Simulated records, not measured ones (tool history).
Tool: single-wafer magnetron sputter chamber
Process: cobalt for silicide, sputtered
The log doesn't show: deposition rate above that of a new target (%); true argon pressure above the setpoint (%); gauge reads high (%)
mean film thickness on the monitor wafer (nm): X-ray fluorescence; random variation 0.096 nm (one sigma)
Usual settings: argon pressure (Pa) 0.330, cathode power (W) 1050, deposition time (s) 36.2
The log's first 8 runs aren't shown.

run   hour  argon pressure (Pa)  cathode power (W)  deposition time (s)  wafers since the last listed run  wafers on the sputter target  hours since the last manometer calibration  hours since the magnet pack was replaced  hours since the gauge calibration  read-back reference wafer on the same gauge, thickness_nm  mean film thickness on the monitor wafer (nm)
  9  104.2                0.330               1050                 36.2                               515                          1082                                      2486.7                                    8185.2                              355.2                                                     15.785                                         18.475
 10  116.4                0.330               1050                 36.2                               385                          1468                                      2498.9                                    8197.4                              367.4                                                     15.802                                         18.586
 11  126.2                0.330               1050                 36.2                               309                          1777                                      2508.7                                    8207.2                              377.2                                                     15.819                                         18.779
 12  141.8                0.330               1050                 36.2                               492                          2270                                      2524.3                                    8222.8                              392.8                                                     15.810                                         18.681
 13  153.6                0.330               1050                 36.2                               372                          2643                                      2536.1                                    8234.6                              404.6                                                     15.796                                         18.758
 14  166.6                0.357               1050                 36.2                               410                          3054                                      2549.1                                    8247.6                              417.6                                                     15.810                                         18.626
     171.3  -- gauge calibrated
 15  173.4                0.357               1050                 36.2                               214                          3269                                      2555.9                                    8254.4                                2.1                                                     15.799                                         18.560
 16  182.0                0.330               1050                 36.2                               271                          3540                                      2564.5                                    8263.0                               10.7                                                     15.808                                         18.770
 17  193.9                0.330               1050                 32.4                               375                          3916                                      2576.4                                    8274.9                               22.6                                                     15.803                                         16.767
 18  206.2                0.373               1200                 36.2                               388                          4305                                      2588.7                                    8287.2                               34.9                                                     15.817                                         20.956
 19  222.8                0.268               1300                 43.4                               524                          4829                                      2605.3                                    8303.8                               51.5                                                     15.798                                         27.935
 20  229.6                0.330               1050                 36.2                               214                          5044                                      2612.1                                    8310.6                               58.3                                                     15.807                                         18.601
     240.5  -- magnet pack replaced
 21  241.0                0.330               1200                 41.3                               107                          5152                                      2623.5                                       0.5                               69.7                                                     15.800                                         24.141
 22  248.5                0.330               1050                 36.2                               236                          5389                                      2631.0                                       8.0                               77.2                                                     15.796                                         18.797
 23  254.7                0.330                950                 39.4                               195                          5585                                      2637.2                                      14.2                               83.4                                                     15.801                                         18.273

The next listed run, before its measurement:
 24  271.1                0.330               1050                 36.2                               518                          6103                                      2653.6                                      30.6                               99.8                                                          ?                                              ?

{"run 24": {"read-back reference wafer on the same gauge, thickness_nm": 15.809, "mean film thickness on the monitor wafer (nm)": 18.561}}
Without the tool's hidden state the same run would have given mean film thickness on the monitor wafer (nm) 18.561.
